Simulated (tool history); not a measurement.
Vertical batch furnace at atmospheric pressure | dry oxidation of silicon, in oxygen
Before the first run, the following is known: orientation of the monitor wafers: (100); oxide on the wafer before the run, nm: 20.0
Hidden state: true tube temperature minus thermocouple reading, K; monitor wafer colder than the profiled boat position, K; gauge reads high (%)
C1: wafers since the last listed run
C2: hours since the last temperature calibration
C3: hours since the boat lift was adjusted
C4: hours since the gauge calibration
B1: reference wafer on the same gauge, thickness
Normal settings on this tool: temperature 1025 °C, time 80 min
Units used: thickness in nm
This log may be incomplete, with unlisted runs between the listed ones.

{"run": 1, "hour": 0.0, "temperature": 1040, "time": 101.5, "C1": 0, "C2": 1972, "C3": 4784.8, "C4": 145.2, "B1": 87.7, "thickness": 105.11}
{"run": 2, "hour": 27.7, "temperature": 1040, "time": 101.5, "C1": 487, "C2": 1999.7, "C3": 4812.5, "C4": 172.9, "B1": 87.67, "thickness": 105.43}
{"run": 3, "hour": 56.2, "temperature": 1040, "time": 101.5, "C1": 501, "C2": 2028.2, "C3": 4841, "C4": 201.4, "B1": 87.7, "thickness": 105.48}
{"run": 4, "hour": 89.6, "temperature": 1010, "time": 80, "C1": 588, "C2": 2061.6, "C3": 4874.4, "C4": 234.8, "B1": 87.7, "thickness": 71.52}
{"run": 5, "hour": 118.2, "temperature": 1010, "time": 80, "C1": 503, "C2": 2090.2, "C3": 4903, "C4": 263.4, "B1": 87.7, "thickness": 71.65}
{"run": 6, "hour": 146.0, "temperature": 1010, "time": 80, "C1": 489, "C2": 2118, "C3": 4930.8, "C4": 291.2, "B1": 87.71, "thickness": 71.65}
{"run": 7, "hour": 174.9, "temperature": 1025, "time": 80, "C1": 508, "C2": 2146.9, "C3": 4959.7, "C4": 320.1, "B1": 87.71, "thickness": 81.26}
{"run": 8, "hour": 195.7, "temperature": 1025, "time": 80, "C1": 366, "C2": 2167.7, "C3": 4980.5, "C4": 340.9, "B1": 87.7, "thickness": 80.95}
{"run": 9, "hour": 222.3, "temperature": 1009, "time": 80, "C1": 468, "C2": 2194.3, "C3": 5007.1, "C4": 367.5, "B1": 87.73, "thickness": 71.2}
{"hour": 251.3, "done": "boat lift adjusted"}
{"run": 10, "hour": 252.6, "temperature": 1009, "time": 80, "C1": 110, "C2": 2224.6, "C3": 1.3, "C4": 397.8, "B1": 87.71, "thickness": 71.46}
{"run": 11, "hour": 268.3, "temperature": 1039, "time": 63.5, "C1": 276, "C2": 2240.3, "C3": 17, "C4": 413.5, "B1": 87.67, "thickness": 79.01}
{"hour": 274.6, "done": "gauge calibrated"}
{"run": 12, "hour": 298.7, "temperature": 1005, "time": 51, "C1": 535, "C2": 2270.7, "C3": 47.4, "C4": 24.1, "B1": 87.72, "thickness": 53.3}
{"run": 13, "hour": 334.7, "temperature": 1025, "time": 95, "C1": 633, "C2": 2306.7, "C3": 83.4, "C4": 60.1, "B1": 87.7, "thickness": 90.13}
{"hour": 365.7, "done": "thermocouples replaced and temperature profile calibrated"}
{"run": 14, "hour": 366.2, "temperature": 1003, "time": 69, "C1": 132, "C2": 0.5, "C3": 114.9, "C4": 91.6, "B1": 87.68, "thickness": 59.75}
{"run": 15, "hour": 382.3, "temperature": 1032, "time": 116, "C1": 283, "C2": 16.6, "C3": 131, "C4": 107.7, "B1": 87.72, "thickness": 103.95}
{"run": 16, "hour": 417.1, "temperature": 1025, "time": 80, "C1": 612, "C2": 51.4, "C3": 165.8, "C4": 142.5, "B1": 87.75, "thickness": 78.32}
{"run": 17, "hour": 442.0, "temperature": 1025, "time": 80, "C1": 438, "C2": 76.3, "C3": 190.7, "C4": 167.4, "B1": 87.68, "thickness": 78.47}
{"run": 18, "hour": 468.1, "temperature": 1005, "time": 80, "C1": 459, "C2": 102.4, "C3": 216.8, "C4": 193.5, "B1": 87.73, "thickness": 66.36}
{"run": 19, "hour": 502.0, "temperature": 1003, "time": 109, "C1": 597, "C2": 136.3, "C3": 250.7, "C4": 227.4, "B1": 87.7, "thickness": 78.65}
{"run": 20, "hour": 535.7, "temperature": 1025, "time": 80, "C1": 593, "C2": 170, "C3": 284.4, "C4": 261.1, "B1": 87.69, "thickness": 78.21}

Consider 4 possible next runs. They are alternatives, not a sequence: every one starts from the tool as it was left by run 20. What does each give?
{"run": "A", "hour": 540.6, "temperature": 1025, "time": 47.5, "C1": 86, "C2": 174.9, "C3": 289.3, "C4": 266, "B1": "?", "thickness": "?"}
{"run": "B", "hour": 540.6, "temperature": 1025, "time": 107.5, "C1": 86, "C2": 174.9, "C3": 289.3, "C4": 266, "B1": "?", "thickness": "?"}
{"run": "C", "hour": 540.6, "temperature": 1016, "time": 90.5, "C1": 86, "C2": 174.9, "C3": 289.3, "C4": 266, "B1": "?", "thickness": "?"}
{"run": "D", "hour": 540.6, "temperature": 1012, "time": 93.5, "C1": 86, "C2": 174.9, "C3": 289.3, "C4": 266, "B1": "?", "thickness": "?"}

run=A B1=87.74 thickness=58.11
run=B B1=87.74 thickness=93.92
run=C B1=87.74 thickness=78.46
run=D B1=87.74 thickness=77.4
With the hidden condition removed and each run's random variation left untouched, the same runs would have given:
run=A thickness=57.88
run=B thickness=93.54
run=C thickness=78.14
run=D thickness=77.08
